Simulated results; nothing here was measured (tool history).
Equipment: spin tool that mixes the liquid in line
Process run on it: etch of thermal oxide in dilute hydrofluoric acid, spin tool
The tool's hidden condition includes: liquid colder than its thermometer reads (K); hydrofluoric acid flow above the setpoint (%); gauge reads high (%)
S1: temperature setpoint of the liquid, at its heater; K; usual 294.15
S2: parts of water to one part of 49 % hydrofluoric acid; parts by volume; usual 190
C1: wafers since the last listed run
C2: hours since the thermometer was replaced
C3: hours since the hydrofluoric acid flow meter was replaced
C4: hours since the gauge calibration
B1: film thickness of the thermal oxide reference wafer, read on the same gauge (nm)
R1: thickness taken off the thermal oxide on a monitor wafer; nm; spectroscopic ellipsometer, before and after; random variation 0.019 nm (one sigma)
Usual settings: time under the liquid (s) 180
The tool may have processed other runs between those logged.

run 1 day=0.000 | S1=294.15 S2=190 time_under_the_liquid_(s)=180 | C1=0 C2=720.4 C3=1546.4 C4=141.5 | B1=120.002 | R1=3.484
run 2 day=0.350 | S1=294.15 S2=190 time_under_the_liquid_(s)=180 | C1=61 C2=728.8 C3=1554.8 C4=149.9 | B1=120.011 | R1=3.437
run 3 day=1.025 | S1=294.15 S2=190 time_under_the_liquid_(s)=180 | C1=118 C2=745.0 C3=1571.0 C4=166.1 | B1=119.988 | R1=3.495
run 4 day=1.588 | S1=294.15 S2=190 time_under_the_liquid_(s)=180 | C1=98 C2=758.5 C3=1584.5 C4=179.6 | B1=120.012 | R1=3.470
run 5 day=2.208 | S1=294.15 S2=190 time_under_the_liquid_(s)=205 | C1=108 C2=773.4 C3=1599.4 C4=194.5 | B1=119.971 | R1=3.928
run 6 day=2.742 | S1=294.15 S2=190 time_under_the_liquid_(s)=205 | C1=93 C2=786.2 C3=1612.2 C4=207.3 | B1=119.998 | R1=3.962
run 7 day=3.075 | S1=294.15 S2=190 time_under_the_liquid_(s)=205 | C1=58 C2=794.2 C3=1620.2 C4=215.3 | B1=119.984 | R1=3.938
run 8 day=3.392 | S1=294.15 S2=190 time_under_the_liquid_(s)=180 | C1=55 C2=801.8 C3=1627.8 C4=222.9 | B1=120.014 | R1=3.432
run 9 day=3.871 | S1=294.15 S2=190 time_under_the_liquid_(s)=180 | C1=84 C2=813.3 C3=1639.3 C4=234.4 | B1=119.972 | R1=3.450
-- day=4.254 hydrofluoric acid flow meter replaced
run 10 day=4.433 | S1=294.15 S2=190 time_under_the_liquid_(s)=180 | C1=91 C2=826.8 C3=4.3 C4=247.9 | B1=119.986 | R1=3.148
run 11 day=4.892 | S1=294.15 S2=190 time_under_the_liquid_(s)=180 | C1=80 C2=837.8 C3=15.3 C4=258.9 | B1=120.005 | R1=3.092
run 12 day=5.604 | S1=294.15 S2=115 time_under_the_liquid_(s)=180 | C1=124 C2=854.9 C3=32.4 C4=276.0 | B1=120.010 | R1=5.536
run 13 day=5.938 | S1=294.15 S2=190 time_under_the_liquid_(s)=180 | C1=58 C2=862.9 C3=40.4 C4=284.0 | B1=119.987 | R1=3.113
run 14 day=6.312 | S1=294.15 S2=235 time_under_the_liquid_(s)=180 | C1=65 C2=871.9 C3=49.4 C4=293.0 | B1=120.006 | R1=2.415
-- day=6.700 thermometer replaced
run 15 day=7.038 | S1=294.15 S2=230 time_under_the_liquid_(s)=180 | C1=119 C2=8.1 C3=66.8 C4=310.4 | B1=119.994 | R1=2.690
run 16 day=7.504 | S1=294.15 S2=190 time_under_the_liquid_(s)=180 | C1=81 C2=19.3 C3=78.0 C4=321.6 | B1=119.961 | R1=3.388
run 17 day=8.012 | S1=294.15 S2=250 time_under_the_liquid_(s)=180 | C1=89 C2=31.5 C3=90.2 C4=333.8 | B1=119.981 | R1=2.447
-- day=8.646 gauge calibrated
run 18 day=8.671 | S1=296.65 S2=270 time_under_the_liquid_(s)=180 | C1=115 C2=47.3 C3=106.0 C4=0.6 | B1=120.015 | R1=2.421
run 19 day=9.271 | S1=296.65 S2=190 time_under_the_liquid_(s)=180 | C1=105 C2=61.7 C3=120.4 C4=15.0 | B1=119.984 | R1=3.734
run 20 day=9.846 | S1=294.15 S2=285 time_under_the_liquid_(s)=225 | C1=100 C2=75.5 C3=134.2 C4=28.8 | B1=120.024 | R1=2.564
run 21 day=10.488 | S1=294.15 S2=235 time_under_the_liquid_(s)=265 | C1=112 C2=90.9 C3=149.6 C4=44.2 | B1=119.989 | R1=3.843
run 22 day=11.238 | S1=298.15 S2=105 time_under_the_liquid_(s)=230 | C1=131 C2=108.9 C3=167.6 C4=62.2 | B1=119.999 | R1=10.028
run 23 day=13.304 | S1=290.15 S2=190 time_under_the_liquid_(s)=180 | C1=362 C2=158.5 C3=217.2 C4=111.8 | B1=119.970 | R1=2.877
run 24 day=13.642 | S1=294.15 S2=190 time_under_the_liquid_(s)=180 | C1=59 C2=166.6 C3=225.3 C4=119.9 | B1=120.004 | R1=3.360
run 25 day=14.100 | S1=294.15 S2=110 time_under_the_liquid_(s)=250 | C1=80 C2=177.6 C3=236.3 C4=130.9 | B1=119.998 | R1=8.758

How the hidden state differs across the entries between the runs, from the last listed run before each to the first after it:
Runs 9 to 10: hydrofluoric acid flow meter replaced (day 4.254)
  liquid colder than its thermometer reads (K): 2.3 -> 2.34; hydrofluoric acid flow above the setpoint (%): 11.4 -> 1.83
  the result without the hidden state subtracted from the measured one, R1: +0.127 -> -0.227 nm
Runs 14 to 15: thermometer replaced (day 6.700)
  liquid colder than its thermometer reads (K): 2.45 -> 0.314; hydrofluoric acid flow above the setpoint (%): 2.12 -> 2.23
  the result without the hidden state subtracted from the measured one, R1: -0.168 -> +0.041 nm
Runs 17 to 18: gauge calibrated (day 8.646)
  liquid colder than its thermometer reads (K): 0.373 -> 0.412; hydrofluoric acid flow above the setpoint (%): 2.38 -> 2.48
  the result without the hidden state subtracted from the measured one, R1: +0.037 -> +0.040 nm
